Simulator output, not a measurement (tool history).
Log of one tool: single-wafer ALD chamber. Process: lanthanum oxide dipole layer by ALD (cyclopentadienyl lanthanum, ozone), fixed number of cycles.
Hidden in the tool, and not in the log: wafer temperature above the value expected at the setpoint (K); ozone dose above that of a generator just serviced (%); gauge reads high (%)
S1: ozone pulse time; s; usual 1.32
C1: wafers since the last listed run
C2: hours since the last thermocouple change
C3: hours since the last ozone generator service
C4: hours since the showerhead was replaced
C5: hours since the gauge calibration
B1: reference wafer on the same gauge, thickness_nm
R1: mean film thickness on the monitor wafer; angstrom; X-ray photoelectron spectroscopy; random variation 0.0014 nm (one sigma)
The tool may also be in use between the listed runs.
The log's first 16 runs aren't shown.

run,day,S1,C1,C2,C3,C4,C5,B1,R1
17,9.342,1.32,119,1622.7,63,3220.6,120.5,0.602,5.6
18,9.671,0.84,111,1630.6,70.9,3228.5,128.4,0.602,4.72
19,10.388,1.72,243,1647.8,88.1,3245.7,145.6,0.602,5.86
20,10.808,1.12,143,1657.9,98.2,3255.8,155.7,0.602,5.36
# day 11.317: thermocouple changed; heater temperature recalibrated
21,11.338,0.85,66,0.5,110.9,3268.5,168.4,0.602,4.72
22,11.658,1.32,109,8.2,118.6,3276.2,176.1,0.602,5.61
23,12.192,1.11,181,21,131.4,3289,188.9,0.602,5.34
24,12.592,1.32,136,30.6,141,3298.6,198.5,0.602,5.59
25,13.146,1.75,188,43.9,154.3,3311.9,211.8,0.602,5.86
26,13.783,1.55,216,59.2,169.6,3327.2,227.1,0.602,5.76
# day 14.546: showerhead replaced
27,14.567,0.93,153,78,188.4,0.5,245.9,0.602,4.93
28,14.929,1.32,123,86.7,197.1,9.2,254.6,0.602,5.56
29,15.667,0.97,250,104.4,214.8,26.9,272.3,0.602,5.04
30,15.958,1.8,99,111.4,221.8,33.9,279.3,0.602,5.89
31,16.642,0.92,232,127.8,238.2,50.3,295.7,0.602,4.91
32,17.112,0.81,160,139.1,249.5,61.6,307,0.602,4.62
33,18.9,0.89,608,182,292.4,104.5,349.9,0.602,4.85
# day 19.212: gauge calibrated
34,19.642,1.32,252,199.8,310.2,122.3,10.3,0.602,5.59

Forecast each of these 4 alternatives for the next run:
A,19.658,1.71,5,200.2,310.6,122.7,10.7,?,?
B,19.658,1.08,5,200.2,310.6,122.7,10.7,?,?
C,19.658,1.79,5,200.2,310.6,122.7,10.7,?,?
D,19.658,1.76,5,200.2,310.6,122.7,10.7,?,?

run,B1,R1
A,0.602,5.82
B,0.602,5.23
C,0.602,5.85
D,0.602,5.84
Without the tool's hidden state the same runs would have given:
run,R1
A,5.82
B,5.25
C,5.85
D,5.84
